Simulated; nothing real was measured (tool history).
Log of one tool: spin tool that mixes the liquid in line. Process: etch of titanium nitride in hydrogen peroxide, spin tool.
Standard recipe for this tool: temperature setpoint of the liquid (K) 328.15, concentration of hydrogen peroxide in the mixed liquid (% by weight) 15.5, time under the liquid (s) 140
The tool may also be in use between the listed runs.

run	hour	temperature setpoint of the liquid (K)	concentration of hydrogen peroxide in the mixed liquid (% by weight)	time under the liquid (s)	read-back film thickness of the titanium nitride reference wafer, read on the same gauge (nm)	thickness taken off the titanium nitride on a monitor wafer (Å)
1	0	328.15	13.5	140	120.02	48.2
2	33.6	328.15	13.5	140	120	48.4
3	73.3	328.15	15.5	140	120.01	50.1
4	138.7	328.15	15.5	140	120.01	49.8
5	282	328.15	15.5	140	120	49.9
6	332	328.15	15.5	140	119.98	48.9
7	378.5	328.15	15.5	140	119.97	48.9
# hour 381.3: thermometer replaced
8	436.6	328.15	15.5	140	120	49.1
9	463.6	337.15	19	195	119.98	132.5
# hour 475.7: peroxide flow meter replaced
10	531.7	328.15	13.5	140	120	47.1
11	601.4	331.65	12	170	119.97	71.5

Predict the results of run 12:
# hour 609.2: new drum of peroxide connected
# hour 621.4: heated supply line repaired
12	635.4	328.15	15.5	140	?	?

read-back film thickness of the titanium nitride reference wafer, read on the same gauge (nm): 120
thickness taken off the titanium nitride on a monitor wafer (Å): 54.1
Minus the tool's unlogged condition, the same run would have read thickness taken off the titanium nitride on a monitor wafer (Å) 54.4.

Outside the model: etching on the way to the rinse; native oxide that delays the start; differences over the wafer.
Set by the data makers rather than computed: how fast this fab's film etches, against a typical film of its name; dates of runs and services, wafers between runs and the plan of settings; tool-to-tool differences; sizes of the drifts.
